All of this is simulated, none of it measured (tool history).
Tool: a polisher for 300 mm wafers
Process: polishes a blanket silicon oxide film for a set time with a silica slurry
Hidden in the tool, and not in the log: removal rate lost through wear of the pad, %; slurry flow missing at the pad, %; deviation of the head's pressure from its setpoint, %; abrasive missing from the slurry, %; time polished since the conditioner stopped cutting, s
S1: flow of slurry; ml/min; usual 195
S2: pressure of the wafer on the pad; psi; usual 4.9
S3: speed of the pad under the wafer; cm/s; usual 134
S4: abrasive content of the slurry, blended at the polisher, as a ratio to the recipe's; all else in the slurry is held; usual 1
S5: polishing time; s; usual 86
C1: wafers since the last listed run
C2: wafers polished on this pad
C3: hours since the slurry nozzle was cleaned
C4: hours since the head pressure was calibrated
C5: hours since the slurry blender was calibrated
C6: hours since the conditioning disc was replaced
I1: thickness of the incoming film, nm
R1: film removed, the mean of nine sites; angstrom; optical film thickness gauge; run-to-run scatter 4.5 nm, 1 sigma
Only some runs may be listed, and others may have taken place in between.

{"run": 1, "hour": 0.0, "S1": 195, "S2": 4.9, "S3": 134, "S4": 1, "S5": 86, "C1": 0, "C2": 462, "C3": 503.4, "C4": 41.5, "C5": 407.4, "C6": 122.5, "I1": 1143, "R1": 3466}
{"run": 2, "hour": 17.0, "S1": 195, "S2": 4.9, "S3": 134, "S4": 1, "S5": 86, "C1": 184, "C2": 647, "C3": 520.4, "C4": 58.5, "C5": 424.4, "C6": 139.5, "I1": 1148.7, "R1": 3437}
{"run": 3, "hour": 32.3, "S1": 195, "S2": 4.9, "S3": 134, "S4": 1, "S5": 86, "C1": 166, "C2": 814, "C3": 535.7, "C4": 73.8, "C5": 439.7, "C6": 154.8, "I1": 1133.5, "R1": 3410}
{"run": 4, "hour": 48.7, "S1": 195, "S2": 4.9, "S3": 134, "S4": 1, "S5": 86, "C1": 178, "C2": 992, "C3": 552.1, "C4": 90.2, "C5": 456.1, "C6": 171.2, "I1": 1164.5, "R1": 3388}
{"run": 5, "hour": 60.8, "S1": 195, "S2": 4.9, "S3": 134, "S4": 1, "S5": 86, "C1": 131, "C2": 1124, "C3": 564.2, "C4": 102.3, "C5": 468.2, "C6": 183.3, "I1": 1131.7, "R1": 3380}
{"hour": 67.0, "done": "slurry blender recalibrated"}
{"run": 6, "hour": 81.1, "S1": 195, "S2": 4.9, "S3": 134, "S4": 1, "S5": 86, "C1": 199, "C2": 1323, "C3": 584.5, "C4": 122.6, "C5": 14.1, "C6": 203.6, "I1": 1139.6, "R1": 3315}
{"run": 7, "hour": 99.0, "S1": 195, "S2": 4.2, "S3": 92, "S4": 1, "S5": 64, "C1": 194, "C2": 1518, "C3": 602.4, "C4": 140.5, "C5": 32, "C6": 221.5, "I1": 1148.8, "R1": 1624}
{"hour": 127.6, "done": "conditioning disc replaced and pad reconditioned"}
{"run": 8, "hour": 131.6, "S1": 195, "S2": 4.9, "S3": 134, "S4": 1, "S5": 71, "C1": 332, "C2": 1851, "C3": 635, "C4": 173.1, "C5": 64.6, "C6": 4, "I1": 1132.6, "R1": 2893}
{"hour": 158.6, "done": "worn pad replaced by a new one"}
{"run": 9, "hour": 164.8, "S1": 195, "S2": 4.9, "S3": 134, "S4": 1, "S5": 86, "C1": 317, "C2": 67, "C3": 668.2, "C4": 206.3, "C5": 97.8, "C6": 37.2, "I1": 1122, "R1": 3612}
{"run": 10, "hour": 184.6, "S1": 225, "S2": 4.2, "S3": 170, "S4": 1.3, "S5": 86, "C1": 215, "C2": 282, "C3": 688, "C4": 226.1, "C5": 117.6, "C6": 57, "I1": 1140.7, "R1": 4130}
{"run": 11, "hour": 207.5, "S1": 195, "S2": 4.9, "S3": 134, "S4": 1, "S5": 86, "C1": 249, "C2": 531, "C3": 710.9, "C4": 249, "C5": 140.5, "C6": 79.9, "I1": 1135.8, "R1": 3472}
{"run": 12, "hour": 238.3, "S1": 195, "S2": 4.9, "S3": 134, "S4": 1, "S5": 86, "C1": 335, "C2": 866, "C3": 741.7, "C4": 279.8, "C5": 171.3, "C6": 110.7, "I1": 1135.2, "R1": 3509}
{"run": 13, "hour": 274.0, "S1": 195, "S2": 4.3, "S3": 134, "S4": 0.75, "S5": 86, "C1": 388, "C2": 1255, "C3": 777.4, "C4": 315.5, "C5": 207, "C6": 146.4, "I1": 1146.3, "R1": 2891}
{"run": 14, "hour": 296.0, "S1": 195, "S2": 4.9, "S3": 134, "S4": 1, "S5": 86, "C1": 239, "C2": 1494, "C3": 799.4, "C4": 337.5, "C5": 229, "C6": 168.4, "I1": 1138.6, "R1": 3397}
{"run": 15, "hour": 313.7, "S1": 195, "S2": 6.6, "S3": 134, "S4": 0.9, "S5": 86, "C1": 192, "C2": 1687, "C3": 817.1, "C4": 355.2, "C5": 246.7, "C6": 186.1, "I1": 1151.5, "R1": 4155}
{"run": 16, "hour": 329.8, "S1": 195, "S2": 4.9, "S3": 134, "S4": 1, "S5": 86, "C1": 175, "C2": 1862, "C3": 833.2, "C4": 371.3, "C5": 262.8, "C6": 202.2, "I1": 1154.7, "R1": 3414}
{"hour": 357.6, "done": "worn pad replaced by a new one"}
{"hour": 365.0, "done": "slurry nozzle cleaned"}
{"hour": 377.0, "done": "conditioning disc replaced and pad reconditioned"}
{"run": 17, "hour": 409.7, "S1": 195, "S2": 4.9, "S3": 134, "S4": 1, "S5": 86, "C1": 793, "C2": 534, "C3": 44.7, "C4": 451.2, "C5": 342.7, "C6": 32.7, "I1": 1133.9, "R1": 3546}
{"run": 18, "hour": 440.6, "S1": 155, "S2": 4.9, "S3": 134, "S4": 1.3, "S5": 109, "C1": 336, "C2": 870, "C3": 75.6, "C4": 482.1, "C5": 373.6, "C6": 63.6, "I1": 1148.9, "R1": 4561}
{"run": 19, "hour": 464.8, "S1": 195, "S2": 4.9, "S3": 164, "S4": 1, "S5": 86, "C1": 263, "C2": 1134, "C3": 99.8, "C4": 506.3, "C5": 397.8, "C6": 87.8, "I1": 1151.1, "R1": 4101}
{"hour": 494.4, "done": "slurry blender recalibrated"}
{"run": 20, "hour": 498.3, "S1": 195, "S2": 3.8, "S3": 134, "S4": 1.15, "S5": 86, "C1": 342, "C2": 1477, "C3": 133.3, "C4": 539.8, "C5": 3.9, "C6": 121.3, "I1": 1149.6, "R1": 2879}
{"run": 21, "hour": 526.9, "S1": 125, "S2": 4.9, "S3": 134, "S4": 1, "S5": 108, "C1": 311, "C2": 1788, "C3": 161.9, "C4": 568.4, "C5": 32.5, "C6": 149.9, "I1": 1124.4, "R1": 3951}
{"run": 22, "hour": 539.9, "S1": 195, "S2": 4.9, "S3": 134, "S4": 1, "S5": 112, "C1": 141, "C2": 1929, "C3": 174.9, "C4": 581.4, "C5": 45.5, "C6": 162.9, "I1": 1144.8, "R1": 4416}
{"hour": 560.8, "done": "worn pad replaced by a new one"}
{"run": 23, "hour": 568.3, "S1": 195, "S2": 3.9, "S3": 102, "S4": 1.1, "S5": 113, "C1": 265, "C2": 81, "C3": 203.3, "C4": 609.8, "C5": 73.9, "C6": 191.3, "I1": 1145.5, "R1": 3042}
{"run": 24, "hour": 592.0, "S1": 195, "S2": 5.7, "S3": 134, "S4": 1, "S5": 86, "C1": 257, "C2": 339, "C3": 227, "C4": 633.5, "C5": 97.6, "C6": 215, "I1": 1134.6, "R1": 3812}
{"run": 25, "hour": 606.0, "S1": 195, "S2": 4.9, "S3": 134, "S4": 1, "S5": 86, "C1": 152, "C2": 491, "C3": 241, "C4": 647.5, "C5": 111.6, "C6": 229, "I1": 1149.3, "R1": 3251}
{"hour": 621.4, "done": "conditioning disc replaced and pad reconditioned"}
{"run": 26, "hour": 630.6, "S1": 240, "S2": 6.1, "S3": 134, "S4": 1, "S5": 86, "C1": 245, "C2": 737, "C3": 265.6, "C4": 672.1, "C5": 136.2, "C6": 9.2, "I1": 1142.1, "R1": 4493}
{"run": 27, "hour": 654.0, "S1": 195, "S2": 4.9, "S3": 134, "S4": 1, "S5": 86, "C1": 254, "C2": 992, "C3": 289, "C4": 695.5, "C5": 159.6, "C6": 32.6, "I1": 1126.6, "R1": 3542}

Each row is a separate what-if for the run after 27, all from the same tool condition, not one after another. Results?
{"run": "A", "hour": 654.5, "S1": 195, "S2": 4.9, "S3": 106, "S4": 1, "S5": 86, "C1": 5, "C2": 997, "C3": 289.5, "C4": 696, "C5": 160.1, "C6": 33.1, "I1": 1143.9, "R1": "?"}
{"run": "B", "hour": 654.5, "S1": 195, "S2": 4.9, "S3": 134, "S4": 1, "S5": 69, "C1": 5, "C2": 997, "C3": 289.5, "C4": 696, "C5": 160.1, "C6": 33.1, "I1": 1143.9, "R1": "?"}
{"run": "C", "hour": 654.5, "S1": 195, "S2": 4.9, "S3": 134, "S4": 0.8, "S5": 86, "C1": 5, "C2": 997, "C3": 289.5, "C4": 696, "C5": 160.1, "C6": 33.1, "I1": 1143.9, "R1": "?"}

run=A R1=2943
run=B R1=2844
run=C R1=3307
Had the tool no hidden state, the same runs would have come out as:
run=A R1=2963
run=B R1=2868
run=C R1=3335
